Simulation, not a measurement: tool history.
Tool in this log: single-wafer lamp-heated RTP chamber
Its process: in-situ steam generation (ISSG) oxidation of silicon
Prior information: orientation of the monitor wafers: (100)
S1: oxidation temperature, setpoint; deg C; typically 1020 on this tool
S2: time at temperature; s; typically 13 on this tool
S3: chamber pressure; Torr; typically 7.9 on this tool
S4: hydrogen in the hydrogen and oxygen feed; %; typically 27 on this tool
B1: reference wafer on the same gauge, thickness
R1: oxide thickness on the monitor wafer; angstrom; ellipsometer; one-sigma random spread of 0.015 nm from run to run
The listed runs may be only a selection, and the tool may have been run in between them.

run     day    S1  S2   S3  S4     B1     R1
  1   0.000  1020  13  7.9  25  5.562  46.85
      0.925  -- gauge calibrated
  2   0.946  1020  13  7.9  25  5.565  46.92
  3   1.679  1020  13  7.9  25  5.560  47.06
  4   2.333  1020  13  7.9  27  5.561  48.43
  5   3.392  1020  13  7.9  27  5.566  48.25
  6   4.433  1020  13  7.9  27  5.567  48.40
  7   5.192  1020  13  7.9  27  5.563  48.45
  8   6.233  1025  13  7.9  32  5.560  51.70
  9   7.400  1025  13  7.9  32  5.559  52.07
 10   8.383  1025  13  7.9  32  5.565  51.68
      9.058  -- pyrometer window cleaned and pyrometer calibrated
 11   9.708  1020  13  7.9  27  5.566  47.75
 12  10.596  1020  13  7.9  27  5.559  47.45
 13  11.421  1020  13  7.9  23  5.564  45.58
     11.800  -- pressure gauge zeroed
 14  12.179  1037  13  7.9  31  5.560  53.26
     12.646  -- gauge calibrated
 15  12.896  1020  13  7.5  27  5.556  47.62
 16  13.788  1020  13  7.9  25  5.566  46.31
 17  14.508  1007  13  7.9  27  5.558  45.36
     15.292  -- hydrogen flow controller replaced
 18  15.900  1020  13  7.9  27  5.561  47.67
 19  16.958  1006   8  8.9  27  5.556  36.33
 20  17.988  1020  13  9.2  19  5.564  43.14
 21  18.912  1020  13  7.9  27  5.551  47.79
 22  20.362  1020  16  7.9  27  5.565  52.51
 23  21.712  1020  18  7.9  27  5.559  55.63
 24  23.062  1020  15  7.2  27  5.558  50.66
 25  23.633  1020  13  7.9  27  5.558  47.87
 26  24.246  1020  13  7.9  27  5.554  47.98
 27  24.833  1020  13  7.9  27  5.561  47.66

Exercise: give the hidden state of the tool at every run:
true pressure minus gauge reading, Torr: 0, the same for each run
deviation of the hydrogen flow from its setpoint, %: 0, the same for each run
gauge reads high (%): 0, the same for each run
H1: true wafer temperature minus pyrometer reading, K
run      H1
  1    2.51
  2    2.76
  3    2.97
  4    3.16
  5    3.48
  6    3.82
  7    4.07
  8    4.43
  9    4.86
 10    5.23
 11  0.0474
 12  0.0619
 13   0.086
 14   0.117
 15   0.154
 16   0.211
 17   0.266
 18   0.394
 19    0.51
 20   0.639
 21   0.769
 22   0.998
 23    1.24
 24    1.51
 25    1.63
 26    1.77
 27     1.9
